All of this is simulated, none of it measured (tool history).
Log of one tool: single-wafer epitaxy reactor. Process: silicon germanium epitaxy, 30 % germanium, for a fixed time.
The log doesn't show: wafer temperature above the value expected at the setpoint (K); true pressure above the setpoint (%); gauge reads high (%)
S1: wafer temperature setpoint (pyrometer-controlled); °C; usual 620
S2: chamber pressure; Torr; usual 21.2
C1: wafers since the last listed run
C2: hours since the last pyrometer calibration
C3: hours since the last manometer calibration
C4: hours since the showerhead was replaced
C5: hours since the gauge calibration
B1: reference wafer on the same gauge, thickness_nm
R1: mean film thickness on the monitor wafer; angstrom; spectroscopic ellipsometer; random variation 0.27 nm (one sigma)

Run 1, day 0: usual settings but S2 23.1 Torr; C1 0; C2 2199; C3 1092.5; C4 2816; C5 50.2; B1 78.852. Result: R1 987.79 angstrom.
Run 2, day 0.775: usual settings but S2 23.1 Torr; C1 233; C2 2217.6; C3 1111.1; C4 2834.6; C5 68.8; B1 78.761. Result: R1 985.63 angstrom.
Run 3, day 1.342: usual settings but S2 23.1 Torr; C1 170; C2 2231.2; C3 1124.7; C4 2848.2; C5 82.4; B1 78.795. Result: R1 987.57 angstrom.
Run 4, day 1.996: usual settings but S1 628 °C; C1 197; C2 2246.9; C3 1140.4; C4 2863.9; C5 98.1; B1 78.81. Result: R1 1071.04 angstrom.
Run 5, day 3.075: usual settings but S2 22.5 Torr; C1 325; C2 2272.8; C3 1166.3; C4 2889.8; C5 124; B1 78.777. Result: R1 974.77 angstrom.
Run 6, day 4.325: usual settings; C1 376; C2 2302.8; C3 1196.3; C4 2919.8; C5 154; B1 78.853. Result: R1 954.4 angstrom.
Run 7, day 5.112: usual settings but S2 19.3 Torr; C1 237; C2 2321.7; C3 1215.2; C4 2938.7; C5 172.9; B1 78.829. Result: R1 912.57 angstrom.
Run 8, day 5.7: usual settings; C1 177; C2 2335.8; C3 1229.3; C4 2952.8; C5 187; B1 78.846. Result: R1 954.26 angstrom.
Run 9, day 6.583: usual settings; C1 266; C2 2357; C3 1250.5; C4 2974; C5 208.2; B1 78.73. Result: R1 955.42 angstrom.
Run 10, day 7.888: usual settings; C1 393; C2 2388.3; C3 1281.8; C4 3005.3; C5 239.5; B1 78.856. Result: R1 962.66 angstrom.
At day 8.9: showerhead replaced, of another model than before.
Run 11, day 9.267: usual settings; C1 315; C2 2421.4; C3 1314.9; C4 8.8; C5 272.6; B1 78.782. Result: R1 960.16 angstrom.
Run 12, day 10: usual settings but S1 614 °C; C1 221; C2 2439; C3 1332.5; C4 26.4; C5 290.2; B1 78.877. Result: R1 877.88 angstrom.
Run 13, day 11.354: usual settings but S1 614 °C; C1 408; C2 2471.5; C3 1365; C4 58.9; C5 322.7; B1 78.905. Result: R1 877.35 angstrom.
Run 14, day 12.329: usual settings but S1 614 °C; C1 293; C2 2494.9; C3 1388.4; C4 82.3; C5 346.1; B1 78.719. Result: R1 874.42 angstrom.
Run 15, day 13.646: usual settings; C1 396; C2 2526.5; C3 1420; C4 113.9; C5 377.7; B1 78.765. Result: R1 965.45 angstrom.
Run 16, day 16.208: usual settings; C1 772; C2 2588; C3 1481.5; C4 175.4; C5 439.2; B1 78.726. Result: R1 967.88 angstrom.
At day 16.854: capacitance manometer re-zeroed and calibrated.
Run 17, day 16.875: usual settings but S2 24 Torr; C1 100; C2 2604; C3 0.5; C4 191.4; C5 455.2; B1 78.804. Result: R1 1004.34 angstrom.
Run 18, day 17.288: usual settings; C1 124; C2 2613.9; C3 10.4; C4 201.3; C5 465.1; B1 78.78. Result: R1 972.19 angstrom.
Run 19, day 18.412: usual settings but S1 634 °C, S2 23.4 Torr; C1 339; C2 2640.9; C3 37.4; C4 228.3; C5 492.1; B1 78.845. Result: R1 1228.49 angstrom.
Run 20, day 18.917: usual settings but S1 629 °C, S2 25 Torr; C1 151; C2 2653; C3 49.5; C4 240.4; C5 504.2; B1 78.772. Result: R1 1173.47 angstrom.
Run 21, day 20.062: usual settings but S1 610 °C, S2 22.7 Torr; C1 345; C2 2680.5; C3 77; C4 267.9; C5 531.7; B1 78.873. Result: R1 847.77 angstrom.
At day 21.058: pyrometer calibrated.
Run 22, day 21.521: usual settings but S1 628 °C, S2 18.7 Torr; C1 339; C2 11.1; C3 112; C4 302.9; C5 566.7; B1 78.784. Result: R1 982.51 angstrom.
Run 23, day 22.804: usual settings but S1 624 °C, S2 23.3 Torr; C1 386; C2 41.9; C3 142.8; C4 333.7; C5 597.5; B1 78.815. Result: R1 979.25 angstrom.
Run 24, day 23.442: usual settings but S1 630 °C, S2 25.5 Torr; C1 192; C2 57.2; C3 158.1; C4 349; C5 612.8; B1 78.685. Result: R1 1113.06 angstrom.
At day 24.067: gauge calibrated.
Run 25, day 24.162: usual settings but S1 624 °C, S2 23.3 Torr; C1 217; C2 74.5; C3 175.4; C4 366.3; C5 2.3; B1 78.747. Result: R1 980.12 angstrom.
Run 26, day 25.067: usual settings; C1 272; C2 96.2; C3 197.1; C4 388; C5 24; B1 78.857. Result: R1 899.14 angstrom.
Run 27, day 25.912: usual settings but S2 23.8 Torr; C1 255; C2 116.5; C3 217.4; C4 408.3; C5 44.3; B1 78.762. Result: R1 930.35 angstrom.
Run 28, day 27.321: usual settings but S1 631 °C, S2 18.6 Torr; C1 424; C2 150.3; C3 251.2; C4 442.1; C5 78.1; B1 78.738. Result: R1 1023.29 angstrom.
Run 29, day 28.146: usual settings but S1 624 °C, S2 26.1 Torr; C1 248; C2 170.1; C3 271; C4 461.9; C5 97.9; B1 78.801. Result: R1 1013.59 angstrom.
Run 30, day 29.117: usual settings but S1 607 °C; C1 292; C2 193.4; C3 294.3; C4 485.2; C5 121.2; B1 78.912. Result: R1 734.37 angstrom.
Run 31, day 30.262: usual settings but S1 611 °C, S2 18.3 Torr; C1 345; C2 220.9; C3 321.8; C4 512.7; C5 148.7; B1 78.787. Result: R1 748.02 angstrom.
Run 32, day 31.292: usual settings but S1 634 °C, S2 23.4 Torr; C1 310; C2 245.6; C3 346.5; C4 537.4; C5 173.4; B1 78.796. Result: R1 1146.9 angstrom.
Run 33, day 32.192: usual settings but S1 631 °C, S2 24.8 Torr; C1 271; C2 267.2; C3 368.1; C4 559; C5 195; B1 78.706. Result: R1 1107.69 angstrom.
Run 34, day 33.221: usual settings but S2 17.5 Torr; C1 310; C2 291.9; C3 392.8; C4 583.7; C5 219.7; B1 78.765. Result: R1 850.25 angstrom.
Run 35, day 34.446: usual settings but S1 615 °C; C1 369; C2 321.3; C3 422.2; C4 613.1; C5 249.1; B1 78.789. Result: R1 833.77 angstrom.

What the log doesn't show, run by run:
true pressure above the setpoint (%): 0 in every run
gauge reads high (%): 0 in every run
H1: wafer temperature above the value expected at the setpoint (K)
run     H1
  1   3.98
  2   4.04
  3   4.08
  4   4.14
  5   4.22
  6   4.32
  7   4.39
  8   4.43
  9   4.51
 10   4.61
 11   4.73
 12   4.79
 13   4.91
 14   4.99
 15   5.11
 16   5.34
 17    5.4
 18   5.44
 19   5.54
 20   5.59
 21    5.7
 22  0.564
 23  0.565
 24  0.566
 25  0.568
 26  0.571
 27  0.574
 28   0.58
 29  0.585
 30  0.591
 31    0.6
 32  0.608
 33  0.616
 34  0.626
 35  0.639
